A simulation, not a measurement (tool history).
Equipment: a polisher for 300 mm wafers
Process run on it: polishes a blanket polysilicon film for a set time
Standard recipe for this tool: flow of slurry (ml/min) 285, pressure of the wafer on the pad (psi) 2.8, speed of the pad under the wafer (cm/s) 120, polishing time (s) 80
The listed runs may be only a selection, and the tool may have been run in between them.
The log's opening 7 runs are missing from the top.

run,hour,flow of slurry (ml/min),pressure of the wafer on the pad (psi),speed of the pad under the wafer (cm/s),polishing time (s),"incoming thickness of the incoming film, nm",film removed (nm)
8,189.4,285,2.8,120,80,2289.9,875.1
9,215.4,285,2.8,120,80,2255.9,875.0
# hour 232.1: head pressure recalibrated
10,237.2,285,2.8,120,80,2241.0,861.1
# hour 247.3: worn pad replaced by a new one
11,269.4,285,2.8,120,80,2300.7,849.2
12,303.9,285,2.8,120,80,2244.4,850.5
13,339.8,375,2.2,120,80,2237.3,710.0
# hour 374.3: slurry nozzle cleaned
14,374.7,215,3.1,150,80,2247.4,1164.8
15,409.4,285,2.8,120,80,2234.6,870.5
16,422.3,375,3.5,78,80,2264.5,703.4
17,445.3,375,3.1,158,63,2288.8,1021.4
18,461.4,285,2.2,120,80,2257.3,705.3
19,477.3,215,2.1,146,93,2271.8,942.3
# hour 493.3: worn pad replaced by a new one
20,503.5,285,2.8,120,80,2237.6,854.7
21,532.8,285,2.8,158,58,2262.3,818.8
22,567.0,285,2.8,104,80,2247.6,738.8
23,592.0,285,2.8,96,80,2281.4,680.2
24,613.7,285,2.8,120,80,2250.4,860.6
25,647.7,250,3.6,162,80,2244.2,1439.3

The next listed run, before its measurement:
26,738.7,285,2.8,120,80,2270.8,?

{"run 26": {"film removed (nm)": 855.1}}
Without the tool's hidden state the same run would have given film removed (nm) 855.1.
